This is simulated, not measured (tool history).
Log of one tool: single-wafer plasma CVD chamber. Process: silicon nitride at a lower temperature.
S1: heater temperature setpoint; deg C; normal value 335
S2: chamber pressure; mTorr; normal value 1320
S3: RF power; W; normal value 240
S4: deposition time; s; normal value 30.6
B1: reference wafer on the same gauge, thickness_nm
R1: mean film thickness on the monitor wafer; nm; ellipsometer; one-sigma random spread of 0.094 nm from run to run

run	hour	S1	S2	S3	S4	B1	R1
1	0.0	335	1320	240	30.6	29.448	29.153
2	63.2	341	1320	230	30.6	29.480	28.500
# hour 94.4: gauge calibrated
3	123.5	341	1320	230	30.6	28.745	27.671
4	182.9	335	1320	240	30.6	28.751	28.427
5	229.1	335	1320	240	30.6	28.745	28.500
6	283.4	344	1320	210	36.4	28.817	31.506
7	324.7	347	1320	200	30.6	28.830	25.788
8	390.3	345	1320	240	36.7	28.855	33.987
9	436.8	320	1320	240	27.5	28.897	25.870
# hour 464.6: showerhead replaced
10	494.6	335	1320	240	30.6	28.906	28.630
11	520.2	323	1440	205	30.6	28.913	27.573
# hour 559.3: thermocouple changed; heater temperature recalibrated
12	577.8	335	1320	240	30.6	28.924	28.712
13	634.8	348	1320	260	30.6	28.973	29.664
14	694.2	335	1320	240	30.6	28.973	28.414
15	752.7	335	1320	240	30.6	29.014	28.600
16	818.9	335	1580	240	36.3	29.045	36.828
17	879.8	330	1050	290	27.7	29.123	25.365
18	944.3	331	1320	195	30.6	29.131	25.930
19	990.7	335	1320	240	30.6	29.116	28.795
20	1030.3	335	1320	240	30.6	29.182	28.654
21	1061.0	335	1320	265	30.6	29.176	30.583
22	1098.6	327	1320	205	25.8	29.167	22.404
23	1158.9	345	1420	225	28.9	29.166	27.135
24	1182.9	344	1070	240	36.4	29.249	30.341
25	1237.6	322	1320	240	30.6	29.274	29.040
# hour 1283.2: capacitance manometer re-zeroed and calibrated
26	1289.5	335	1320	195	30.6	29.272	26.023
27	1331.7	335	1320	240	30.6	29.283	28.842
28	1375.7	335	1320	220	30.6	29.288	27.418
29	1439.9	335	1320	240	30.6	29.362	28.804

What was the tool's hidden state at every run in the log?
wafer temperature above the value expected at the setpoint (K): 0, the same for each run
delivered RF power above the setpoint (%): 0, the same for each run
true pressure above the setpoint (%): 0, the same for each run
H1: gauge reads high (%)
run	H1
1	2.66
2	2.76
3	0.131
4	0.226
5	0.3
6	0.387
7	0.453
8	0.559
9	0.633
10	0.726
11	0.767
12	0.859
13	0.951
14	1.05
15	1.14
16	1.25
17	1.34
18	1.45
19	1.52
20	1.58
21	1.63
22	1.69
23	1.79
24	1.83
25	1.92
26	2
27	2.07
28	2.14
29	2.24
